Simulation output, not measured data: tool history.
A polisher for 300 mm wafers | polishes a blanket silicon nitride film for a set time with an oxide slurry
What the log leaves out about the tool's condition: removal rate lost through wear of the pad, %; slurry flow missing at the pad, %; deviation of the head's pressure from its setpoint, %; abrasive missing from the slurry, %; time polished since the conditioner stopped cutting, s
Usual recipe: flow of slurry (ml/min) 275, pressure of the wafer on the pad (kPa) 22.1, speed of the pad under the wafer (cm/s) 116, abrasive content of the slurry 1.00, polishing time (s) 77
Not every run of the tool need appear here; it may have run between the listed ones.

| run | hour | flow of slurry (ml/min) | pressure of the wafer on the pad (kPa) | speed of the pad under the wafer (cm/s) | abrasive content of the slurry | polishing time (s) | wafers since the last listed run | wafers polished on this pad | hours since the slurry nozzle was cleaned | hours since the head pressure was calibrated | hours since the slurry blender was calibrated | hours since the conditioning disc was replaced | incoming thickness of the incoming film, nm | film removed (nm) |
|---|---|---|---|---|---|---|---|---|---|---|---|---|---|---|
| 1 | 0.0 | 275 | 22.1 | 138 | 1.00 | 77 | 0 | 3599 | 276.3 | 386.5 | 18.5 | 316.3 | 354.8 | 52.3 |
| 2 | 74.3 | 275 | 22.1 | 138 | 1.00 | 77 | 726 | 4325 | 350.6 | 460.8 | 92.8 | 390.6 | 356.1 | 51.6 |
|  | 105.6 | head pressure recalibrated |
|  | 131.6 | worn pad replaced by a new one |
| 3 | 175.0 | 220 | 22.1 | 116 | 1.00 | 77 | 925 | 424 | 451.3 | 69.4 | 193.5 | 491.3 | 366.9 | 44.2 |
|  | 235.4 | slurry nozzle cleaned |
| 4 | 248.4 | 220 | 22.1 | 116 | 1.00 | 77 | 707 | 1131 | 13.0 | 142.8 | 266.9 | 564.7 | 355.1 | 44.1 |
|  | 326.3 | conditioning disc replaced and pad reconditioned |
| 5 | 376.0 | 305 | 22.1 | 148 | 1.00 | 77 | 1227 | 2359 | 140.6 | 270.4 | 394.5 | 49.7 | 362.6 | 56.2 |
|  | 473.1 | slurry blender recalibrated |
| 6 | 475.9 | 305 | 22.1 | 148 | 1.00 | 77 | 956 | 3316 | 240.5 | 370.3 | 2.8 | 149.6 | 359.7 | 55.0 |
| 7 | 564.1 | 275 | 22.1 | 116 | 1.00 | 77 | 862 | 4178 | 328.7 | 458.5 | 91.0 | 237.8 | 355.4 | 45.7 |
| 8 | 665.3 | 275 | 22.1 | 116 | 1.00 | 63 | 989 | 5167 | 429.9 | 559.7 | 192.2 | 339.0 | 358.6 | 36.9 |
|  | 690.3 | worn pad replaced by a new one |
|  | 703.0 | head pressure recalibrated |
| 9 | 738.1 | 275 | 22.1 | 102 | 1.10 | 77 | 652 | 447 | 502.7 | 35.1 | 265.0 | 411.8 | 357.2 | 43.8 |
| 10 | 838.7 | 275 | 22.1 | 116 | 0.80 | 77 | 983 | 1430 | 603.3 | 135.7 | 365.6 | 512.4 | 366.6 | 38.6 |
|  | 864.4 | conditioning disc replaced and pad reconditioned |
|  | 865.1 | slurry nozzle cleaned |
| 11 | 904.8 | 275 | 20.0 | 116 | 1.00 | 77 | 619 | 2050 | 39.7 | 201.8 | 431.7 | 40.4 | 355.0 | 41.3 |
| 12 | 941.3 | 275 | 22.1 | 116 | 0.85 | 97 | 356 | 2407 | 76.2 | 238.3 | 468.2 | 76.9 | 357.5 | 51.7 |
| 13 | 1008.6 | 275 | 18.6 | 116 | 0.75 | 77 | 657 | 3064 | 143.5 | 305.6 | 535.5 | 144.2 | 363.7 | 30.9 |
|  | 1034.0 | slurry blender recalibrated |
| 14 | 1068.7 | 275 | 22.1 | 116 | 1.00 | 102 | 567 | 3632 | 203.6 | 365.7 | 34.7 | 204.3 | 360.4 | 60.7 |
| 15 | 1125.4 | 275 | 19.3 | 116 | 1.00 | 85 | 554 | 4186 | 260.3 | 422.4 | 91.4 | 261.0 | 362.3 | 43.9 |
|  | 1265.2 | head pressure recalibrated |
| 16 | 1290.3 | 275 | 22.1 | 116 | 1.00 | 77 | 1592 | 5779 | 425.2 | 25.1 | 256.3 | 425.9 | 357.9 | 45.4 |
|  | 1310.7 | worn pad replaced by a new one |
| 17 | 1391.5 | 245 | 22.1 | 78 | 1.00 | 77 | 950 | 789 | 526.4 | 126.3 | 357.5 | 527.1 | 357.4 | 32.9 |
| 18 | 1487.3 | 275 | 19.3 | 116 | 1.00 | 85 | 936 | 1725 | 622.2 | 222.1 | 453.3 | 622.9 | 361.3 | 44.4 |
|  | 1491.0 | conditioning disc replaced and pad reconditioned |
|  | 1509.0 | slurry nozzle cleaned |
| 19 | 1563.9 | 275 | 22.1 | 116 | 1.10 | 77 | 719 | 2445 | 54.9 | 298.7 | 529.9 | 72.9 | 362.1 | 47.6 |
| 20 | 1656.2 | 275 | 22.1 | 116 | 0.70 | 77 | 902 | 3347 | 147.2 | 391.0 | 622.2 | 165.2 | 361.0 | 33.6 |
|  | 1670.2 | slurry blender recalibrated |
| 21 | 1727.1 | 275 | 22.1 | 116 | 1.00 | 77 | 673 | 4020 | 218.1 | 461.9 | 56.9 | 236.1 | 358.7 | 45.0 |
|  | 1788.7 | head pressure recalibrated |
|  | 1808.0 | worn pad replaced by a new one |
| 22 | 1830.7 | 275 | 26.9 | 128 | 1.00 | 77 | 953 | 221 | 321.7 | 42.0 | 160.5 | 339.7 | 354.7 | 59.2 |
| 23 | 1902.0 | 205 | 22.1 | 116 | 1.00 | 77 | 696 | 918 | 393.0 | 113.3 | 231.8 | 411.0 | 362.7 | 43.9 |
| 24 | 1970.2 | 275 | 22.1 | 116 | 1.00 | 77 | 666 | 1585 | 461.2 | 181.5 | 300.0 | 479.2 | 358.9 | 45.5 |
| 25 | 2022.7 | 205 | 22.1 | 116 | 1.00 | 77 | 513 | 2098 | 513.7 | 234.0 | 352.5 | 531.7 | 361.2 | 43.7 |

Each row is a separate what-if for the run after 25, all from the same tool condition, not one after another. Results?
| A | 2023.1 | 275 | 22.1 | 116 | 1.00 | 77 | 3 | 2102 | 514.1 | 234.4 | 352.9 | 532.1 | 363.8 | ? |
| B | 2023.1 | 215 | 14.5 | 116 | 1.15 | 77 | 3 | 2102 | 514.1 | 234.4 | 352.9 | 532.1 | 363.8 | ? |
| C | 2023.1 | 225 | 22.1 | 78 | 1.00 | 56 | 3 | 2102 | 514.1 | 234.4 | 352.9 | 532.1 | 363.8 | ? |
| D | 2023.1 | 310 | 26.2 | 96 | 1.00 | 97 | 3 | 2102 | 514.1 | 234.4 | 352.9 | 532.1 | 363.8 | ? |

| run | film removed (nm) |
|---|---|
| A | 45.5 |
| B | 32.8 |
| C | 23.6 |
| D | 58.5 |
Had the tool no hidden state, the same runs would have come out as:
| run | film removed (nm) |
|---|---|
| A | 45.5 |
| B | 32.8 |
| C | 23.6 |
| D | 58.5 |

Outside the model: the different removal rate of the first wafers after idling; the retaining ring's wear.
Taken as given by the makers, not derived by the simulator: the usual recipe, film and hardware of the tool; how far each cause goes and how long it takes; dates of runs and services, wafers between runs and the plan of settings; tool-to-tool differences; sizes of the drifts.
